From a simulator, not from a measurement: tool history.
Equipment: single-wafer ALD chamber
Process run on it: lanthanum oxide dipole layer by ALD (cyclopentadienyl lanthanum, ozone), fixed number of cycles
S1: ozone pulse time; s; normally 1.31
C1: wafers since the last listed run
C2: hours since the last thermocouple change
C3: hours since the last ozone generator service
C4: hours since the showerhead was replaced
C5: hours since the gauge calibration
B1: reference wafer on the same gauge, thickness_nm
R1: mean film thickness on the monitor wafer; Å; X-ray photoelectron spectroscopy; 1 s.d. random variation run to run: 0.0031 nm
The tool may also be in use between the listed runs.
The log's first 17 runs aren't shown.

-- hour=591.8 thermocouple changed; heater temperature recalibrated
run 18 hour=630.6 | S1=1.07 | C1=526 C2=38.8 C3=93.4 C4=5333.2 C5=299.4 | B1=0.482 | R1=5.01
run 19 hour=700.5 | S1=1.04 | C1=936 C2=108.7 C3=163.3 C4=5403.1 C5=369.3 | B1=0.482 | R1=4.93
run 20 hour=733.7 | S1=0.91 | C1=444 C2=141.9 C3=196.5 C4=5436.3 C5=402.5 | B1=0.483 | R1=4.64
-- hour=812.6 showerhead replaced
run 21 hour=813.1 | S1=0.80 | C1=956 C2=221.3 C3=275.9 C4=0.5 C5=481.9 | B1=0.482 | R1=4.42
run 22 hour=868.2 | S1=0.86 | C1=738 C2=276.4 C3=331.0 C4=55.6 C5=537.0 | B1=0.482 | R1=4.52
run 23 hour=901.9 | S1=1.31 | C1=451 C2=310.1 C3=364.7 C4=89.3 C5=570.7 | B1=0.482 | R1=5.27
run 24 hour=934.4 | S1=1.53 | C1=435 C2=342.6 C3=397.2 C4=121.8 C5=603.2 | B1=0.482 | R1=5.40
run 25 hour=962.2 | S1=1.53 | C1=372 C2=370.4 C3=425.0 C4=149.6 C5=631.0 | B1=0.482 | R1=5.41
-- hour=982.1 gauge calibrated
run 26 hour=1018.6 | S1=1.77 | C1=755 C2=426.8 C3=481.4 C4=206.0 C5=36.5 | B1=0.482 | R1=5.55
run 27 hour=1047.0 | S1=1.52 | C1=380 C2=455.2 C3=509.8 C4=234.4 C5=64.9 | B1=0.482 | R1=5.40
run 28 hour=1098.7 | S1=1.56 | C1=692 C2=506.9 C3=561.5 C4=286.1 C5=116.6 | B1=0.482 | R1=5.45

For run 29, what comes out?
run 29 hour=1163.6 | S1=1.52 | C1=869 C2=571.8 C3=626.4 C4=351.0 C5=181.5 | B1=? | R1=?

Run 29 came out at B1 0.482, R1 5.39 Å.
On a tool with no hidden condition, and with the same random variation, this run would have come out at R1 5.48 Å.
